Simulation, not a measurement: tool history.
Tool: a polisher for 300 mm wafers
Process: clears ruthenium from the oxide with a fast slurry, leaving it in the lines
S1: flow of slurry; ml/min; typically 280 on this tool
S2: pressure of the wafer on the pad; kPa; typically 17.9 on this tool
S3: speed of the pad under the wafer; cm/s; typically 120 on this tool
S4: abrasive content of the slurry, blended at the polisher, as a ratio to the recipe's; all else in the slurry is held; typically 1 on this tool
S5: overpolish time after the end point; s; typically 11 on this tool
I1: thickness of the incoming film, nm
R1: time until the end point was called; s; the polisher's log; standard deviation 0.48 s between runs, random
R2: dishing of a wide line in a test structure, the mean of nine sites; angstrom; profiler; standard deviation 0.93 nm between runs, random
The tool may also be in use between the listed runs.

| run | day | S1 | S2 | S3 | S4 | S5 | I1 | R1 | R2 |
|---|---|---|---|---|---|---|---|---|---|
| 1 | 0 | 280 | 15.9 | 120 | 1 | 11 | 186.4 | 43.1 | 354 |
|  | 7.158 | slurry nozzle cleaned |
| 2 | 7.188 | 280 | 15.9 | 120 | 1 | 11 | 191 | 45.6 | 346 |
|  | 7.942 | worn pad replaced by a new one |
| 3 | 9.754 | 280 | 17.9 | 120 | 1 | 9 | 189.4 | 36.4 | 346 |
| 4 | 12.117 | 280 | 17.9 | 120 | 1 | 9 | 192.9 | 37.8 | 353 |
|  | 12.658 | slurry blender recalibrated |
| 5 | 14.871 | 280 | 17.9 | 120 | 1.2 | 11 | 192.6 | 32.9 | 459 |
| 6 | 21.196 | 280 | 17.9 | 120 | 1 | 11 | 192.9 | 38.7 | 408 |
| 7 | 26.667 | 280 | 17.9 | 92 | 1 | 11 | 190.4 | 49 | 326 |
|  | 28.283 | worn pad replaced by a new one |
| 8 | 29.362 | 280 | 17.9 | 120 | 1 | 11 | 190.6 | 35.8 | 416 |
| 9 | 30.392 | 280 | 14.5 | 120 | 1.2 | 11 | 191.1 | 39.7 | 388 |
| 10 | 33.125 | 345 | 15.9 | 120 | 1 | 11 | 187.2 | 39.8 | 378 |
|  | 34.842 | slurry nozzle cleaned |
| 11 | 35.608 | 280 | 17.9 | 120 | 0.9 | 11 | 192.6 | 40.1 | 371 |
|  | 35.762 | slurry blender recalibrated |
| 12 | 37.567 | 280 | 17.9 | 120 | 1 | 11 | 190.6 | 36.9 | 411 |
| 13 | 40.075 | 245 | 17.9 | 104 | 1 | 11 | 188.5 | 42.4 | 356 |
| 14 | 48.6 | 330 | 20.7 | 120 | 1 | 11 | 193.8 | 32.8 | 448 |
| 15 | 49.925 | 345 | 15.9 | 120 | 1 | 11 | 187.4 | 40.9 | 359 |
| 16 | 51.042 | 280 | 13.1 | 120 | 1 | 16 | 188.1 | 51.1 | 439 |
|  | 52.033 | head pressure recalibrated |
| 17 | 52.062 | 195 | 15.2 | 110 | 1.1 | 11 | 189.3 | 48.6 | 330 |
| 18 | 54.35 | 280 | 17.9 | 120 | 1 | 11 | 188.4 | 40.1 | 380 |
|  | 54.554 | worn pad replaced by a new one |
| 19 | 55.692 | 280 | 17.9 | 120 | 1 | 11 | 186.9 | 37.1 | 409 |
| 20 | 57.221 | 360 | 17.9 | 92 | 0.85 | 11 | 188.6 | 53.1 | 300 |
|  | 58.083 | slurry nozzle cleaned |
| 21 | 59.892 | 215 | 15.2 | 152 | 1 | 15 | 189.1 | 36.5 | 504 |
|  | 62.512 | slurry blender recalibrated |
| 22 | 62.708 | 280 | 17.9 | 120 | 1.1 | 11 | 190.5 | 35.9 | 411 |
| 23 | 64.721 | 250 | 17.9 | 158 | 1 | 11 | 189.1 | 30.4 | 464 |
| 24 | 68.279 | 380 | 17.9 | 120 | 1 | 11 | 189.5 | 38 | 399 |
| 25 | 69.983 | 280 | 22.8 | 120 | 1 | 6 | 187.1 | 30.2 | 284 |
| 26 | 72.129 | 280 | 17.9 | 120 | 1 | 11 | 192.3 | 40.4 | 392 |
|  | 75.121 | worn pad replaced by a new one |
| 27 | 75.142 | 280 | 17.9 | 120 | 1 | 7 | 190.6 | 37 | 294 |
| 28 | 77.362 | 280 | 14.5 | 120 | 1 | 6 | 191.2 | 44.9 | 200 |
| 29 | 78.917 | 280 | 15.2 | 120 | 1 | 11 | 190.8 | 43 | 358 |

Each row is a separate what-if for the run after 29, all from the same tool condition, not one after another. Results?
| A | 78.933 | 280 | 20 | 120 | 1 | 11 | 189.3 | ? | ? |
| B | 78.933 | 280 | 22.1 | 92 | 0.9 | 17 | 189.3 | ? | ? |
| C | 78.933 | 235 | 13.1 | 132 | 1 | 16 | 189.3 | ? | ? |

| run | R1 | R2 |
|---|---|---|
| A | 33.6 | 441 |
| B | 41.5 | 517 |
| C | 47.2 | 452 |
What these runs would have given with no unlogged condition in the tool:
| run | R1 | R2 |
|---|---|---|
| A | 33.7 | 440 |
| B | 41.6 | 517 |
| C | 47.3 | 451 |

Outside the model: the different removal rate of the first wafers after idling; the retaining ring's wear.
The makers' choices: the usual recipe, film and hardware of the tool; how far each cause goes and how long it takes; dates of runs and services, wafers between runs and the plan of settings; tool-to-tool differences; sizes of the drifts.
